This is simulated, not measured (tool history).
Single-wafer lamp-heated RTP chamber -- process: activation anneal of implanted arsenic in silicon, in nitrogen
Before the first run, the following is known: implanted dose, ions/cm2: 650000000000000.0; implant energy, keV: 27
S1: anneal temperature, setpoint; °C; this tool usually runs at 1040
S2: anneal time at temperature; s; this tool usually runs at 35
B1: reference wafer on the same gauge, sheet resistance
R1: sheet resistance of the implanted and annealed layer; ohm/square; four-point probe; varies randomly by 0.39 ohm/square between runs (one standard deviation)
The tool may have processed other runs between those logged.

run 1 hour=0.0 | S1=1052 S2=35 | B1=186.07 | R1=158.11
run 2 hour=51.7 | S1=1052 S2=35 | B1=185.87 | R1=158.55
run 3 hour=80.4 | S1=1052 S2=35 | B1=185.96 | R1=157.83
run 4 hour=120.0 | S1=1040 S2=35 | B1=186.05 | R1=160.20
run 5 hour=149.6 | S1=1040 S2=35 | B1=185.95 | R1=159.80
run 6 hour=186.7 | S1=1040 S2=35 | B1=185.99 | R1=160.50
run 7 hour=213.0 | S1=1040 S2=35 | B1=185.99 | R1=160.40
-- hour=244.3 pyrometer window cleaned and pyrometer calibrated
-- hour=247.5 gauge calibrated
run 8 hour=271.5 | S1=1040 S2=18 | B1=185.98 | R1=163.77
run 9 hour=329.1 | S1=1040 S2=35 | B1=185.95 | R1=159.47
run 10 hour=362.9 | S1=1068 S2=44 | B1=185.95 | R1=153.66
run 11 hour=428.2 | S1=1019 S2=22 | B1=186.00 | R1=165.36
run 12 hour=497.6 | S1=1048 S2=51 | B1=185.95 | R1=156.40
-- hour=534.3 reflector plate cleaned
run 13 hour=568.9 | S1=1032 S2=19 | B1=185.99 | R1=164.72
run 14 hour=635.7 | S1=1040 S2=35 | B1=185.99 | R1=160.10
run 15 hour=670.2 | S1=1040 S2=35 | B1=185.96 | R1=160.36
run 16 hour=712.2 | S1=1040 S2=35 | B1=185.97 | R1=159.95
run 17 hour=760.9 | S1=1059 S2=49 | B1=186.02 | R1=154.22
run 18 hour=796.5 | S1=1040 S2=19 | B1=185.97 | R1=163.99

Here are 4 independent what-if runs from the current tool condition. What would each one return?
run A hour=796.9 | S1=1069 S2=35 | B1=? | R1=?
run B hour=796.9 | S1=1040 S2=42 | B1=? | R1=?
run C hour=796.9 | S1=1064 S2=35 | B1=? | R1=?
run D hour=796.9 | S1=1051 S2=48 | B1=? | R1=?

run=A B1=185.86 R1=155.32
run=B B1=185.86 R1=158.58
run=C B1=185.86 R1=156.13
run=D B1=185.86 R1=155.96
Had the tool no hidden state, the same runs would have come out as:
run=A R1=155.32
run=B R1=158.58
run=C R1=156.13
run=D R1=155.96
